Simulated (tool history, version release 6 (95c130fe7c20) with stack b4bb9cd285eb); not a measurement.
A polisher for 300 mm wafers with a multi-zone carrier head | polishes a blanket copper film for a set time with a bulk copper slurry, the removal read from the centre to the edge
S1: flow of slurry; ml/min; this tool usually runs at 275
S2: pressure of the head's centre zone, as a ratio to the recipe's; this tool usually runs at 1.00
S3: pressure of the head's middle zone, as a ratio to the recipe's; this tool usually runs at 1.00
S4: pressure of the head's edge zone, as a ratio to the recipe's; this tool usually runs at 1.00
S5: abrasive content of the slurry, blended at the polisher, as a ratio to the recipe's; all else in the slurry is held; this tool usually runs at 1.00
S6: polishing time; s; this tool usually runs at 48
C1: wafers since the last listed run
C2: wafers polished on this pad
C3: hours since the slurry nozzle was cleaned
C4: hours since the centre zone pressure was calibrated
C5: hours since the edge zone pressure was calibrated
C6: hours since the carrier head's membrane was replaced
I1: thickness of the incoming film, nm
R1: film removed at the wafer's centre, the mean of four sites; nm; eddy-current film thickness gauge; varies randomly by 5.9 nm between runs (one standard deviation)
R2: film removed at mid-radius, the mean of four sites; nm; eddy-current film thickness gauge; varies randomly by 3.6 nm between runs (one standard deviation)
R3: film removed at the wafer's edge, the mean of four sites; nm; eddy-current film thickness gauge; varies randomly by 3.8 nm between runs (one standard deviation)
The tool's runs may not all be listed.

run 1 hour=0.0 | S1=275 S2=1.00 S3=1.04 S4=1.00 S5=1.00 S6=48 | C1=0 C2=1445 C3=168.4 C4=204.4 C5=1310.6 C6=1123.9 | I1=4133.6 | R1=435.6 R2=467.0 R3=440.2
-- hour=66.7 edge zone pressure recalibrated
run 2 hour=69.4 | S1=275 S2=1.00 S3=1.00 S4=1.00 S5=1.15 S6=48 | C1=530 C2=1976 C3=237.8 C4=273.8 C5=2.7 C6=1193.3 | I1=4151.2 | R1=434.8 R2=453.9 R3=451.4
run 3 hour=112.6 | S1=275 S2=1.00 S3=1.00 S4=0.91 S5=1.25 S6=48 | C1=340 C2=2316 C3=281.0 C4=317.0 C5=45.9 C6=1236.5 | I1=4173.1 | R1=440.1 R2=456.0 R3=434.3
run 4 hour=137.4 | S1=215 S2=1.00 S3=1.00 S4=1.00 S5=1.00 S6=48 | C1=195 C2=2511 C3=305.8 C4=341.8 C5=70.7 C6=1261.3 | I1=4072.9 | R1=410.6 R2=420.1 R3=422.6
-- hour=163.5 centre zone pressure recalibrated
run 5 hour=181.9 | S1=335 S2=0.96 S3=1.10 S4=0.93 S5=1.00 S6=48 | C1=334 C2=2846 C3=350.3 C4=18.4 C5=115.2 C6=1305.8 | I1=4143.4 | R1=403.6 R2=472.4 R3=415.5
-- hour=228.7 slurry nozzle cleaned
-- hour=239.9 worn pad replaced by a new one
run 6 hour=253.8 | S1=275 S2=1.00 S3=1.00 S4=1.00 S5=1.00 S6=48 | C1=526 C2=109 C3=25.1 C4=90.3 C5=187.1 C6=1377.7 | I1=4108.7 | R1=451.5 R2=465.3 R3=462.8
run 7 hour=320.0 | S1=320 S2=1.00 S3=1.00 S4=1.00 S5=1.00 S6=48 | C1=521 C2=630 C3=91.3 C4=156.5 C5=253.3 C6=1443.9 | I1=4112.0 | R1=444.5 R2=463.1 R3=454.7
run 8 hour=344.3 | S1=240 S2=1.00 S3=1.00 S4=1.00 S5=1.00 S6=34 | C1=191 C2=821 C3=115.6 C4=180.8 C5=277.6 C6=1468.2 | I1=4142.2 | R1=299.7 R2=312.3 R3=312.8
-- hour=372.2 carrier head's membrane replaced by a new one
run 9 hour=377.0 | S1=275 S2=1.00 S3=1.00 S4=1.00 S5=1.00 S6=48 | C1=218 C2=1039 C3=148.3 C4=213.5 C5=310.3 C6=4.8 | I1=4112.5 | R1=437.3 R2=448.5 R3=434.4
run 10 hour=436.7 | S1=275 S2=0.93 S3=1.00 S4=1.00 S5=1.00 S6=48 | C1=469 C2=1509 C3=208.0 C4=273.2 C5=370.0 C6=64.5 | I1=4107.9 | R1=398.6 R2=435.4 R3=438.5
run 11 hour=506.9 | S1=275 S2=1.00 S3=1.00 S4=1.06 S5=1.00 S6=43 | C1=552 C2=2062 C3=278.2 C4=343.4 C5=440.2 C6=134.7 | I1=4076.7 | R1=386.6 R2=379.9 R3=393.3
run 12 hour=537.6 | S1=275 S2=1.00 S3=1.00 S4=1.00 S5=1.00 S6=33 | C1=241 C2=2303 C3=308.9 C4=374.1 C5=470.9 C6=165.4 | I1=4136.7 | R1=282.8 R2=291.9 R3=288.9
run 13 hour=574.1 | S1=275 S2=1.00 S3=1.00 S4=1.00 S5=1.00 S6=48 | C1=287 C2=2590 C3=345.4 C4=410.6 C5=507.4 C6=201.9 | I1=4070.2 | R1=409.6 R2=417.0 R3=420.3
-- hour=588.7 centre zone pressure recalibrated
-- hour=619.7 slurry nozzle cleaned
run 14 hour=640.6 | S1=275 S2=1.00 S3=1.00 S4=1.00 S5=1.00 S6=48 | C1=499 C2=3090 C3=20.9 C4=51.9 C5=573.9 C6=268.4 | I1=4124.3 | R1=435.7 R2=435.4 R3=429.4
-- hour=644.8 worn pad replaced by a new one
run 15 hour=668.8 | S1=275 S2=1.00 S3=1.07 S4=1.00 S5=1.00 S6=48 | C1=190 C2=189 C3=49.1 C4=80.1 C5=602.1 C6=296.6 | I1=4141.1 | R1=455.9 R2=501.4 R3=459.7
run 16 hour=695.0 | S1=275 S2=1.00 S3=1.00 S4=1.00 S5=1.00 S6=48 | C1=206 C2=395 C3=75.3 C4=106.3 C5=628.3 C6=322.8 | I1=4067.6 | R1=455.3 R2=462.6 R3=464.6
run 17 hour=734.9 | S1=275 S2=0.94 S3=1.00 S4=0.88 S5=1.00 S6=48 | C1=314 C2=709 C3=115.2 C4=146.2 C5=668.2 C6=362.7 | I1=4103.8 | R1=415.4 R2=456.2 R3=425.4
run 18 hour=783.1 | S1=200 S2=1.06 S3=1.00 S4=0.91 S5=0.75 S6=48 | C1=379 C2=1088 C3=163.4 C4=194.4 C5=716.4 C6=410.9 | I1=4057.8 | R1=424.8 R2=406.5 R3=383.4
run 19 hour=832.2 | S1=275 S2=0.90 S3=1.00 S4=1.00 S5=1.25 S6=48 | C1=386 C2=1475 C3=212.5 C4=243.5 C5=765.5 C6=460.0 | I1=4063.2 | R1=404.0 R2=464.1 R3=464.5
run 20 hour=873.5 | S1=275 S2=1.08 S3=1.00 S4=1.10 S5=1.00 S6=48 | C1=325 C2=1800 C3=253.8 C4=284.8 C5=806.8 C6=501.3 | I1=4110.2 | R1=462.9 R2=438.4 R3=452.4

Selected run-to-run steps in R1, each split into two signed amounts: the part the tool would show with no hidden state at all (from settings, incoming material and random variation), and the remainder, which goes to the hidden state together with any gauge scatter not common to the measured and the hidden-state-free results:
The hidden state here: removal rate lost through wear of the pad, %; slurry flow missing at the pad, %; deviation of the centre zone's pressure from its setpoint, %; deviation of the edge zone's pressure from its setpoint, %.
Run 5 -> 6: S1 335 -> 275, S2 0.96 -> 1.00, S3 1.10 -> 1.00, S4 0.93 -> 1.00, slurry nozzle cleaned, worn pad replaced by a new one. R1 +47.9 nm: hidden state +40.9, all else +7.0.
Run 7 -> 8: S1 320 -> 240, S6 48 -> 34. R1 -144.8 nm: hidden state +4.3, all else -149.1.
Run 8 -> 9: S1 240 -> 275, S6 34 -> 48, carrier head's membrane replaced by a new one. R1 +137.6 nm: hidden state -13.9, all else +151.5.
Run 14 -> 15: S3 1.00 -> 1.07, worn pad replaced by a new one. R1 +20.2 nm: hidden state +30.2, all else -10.0.

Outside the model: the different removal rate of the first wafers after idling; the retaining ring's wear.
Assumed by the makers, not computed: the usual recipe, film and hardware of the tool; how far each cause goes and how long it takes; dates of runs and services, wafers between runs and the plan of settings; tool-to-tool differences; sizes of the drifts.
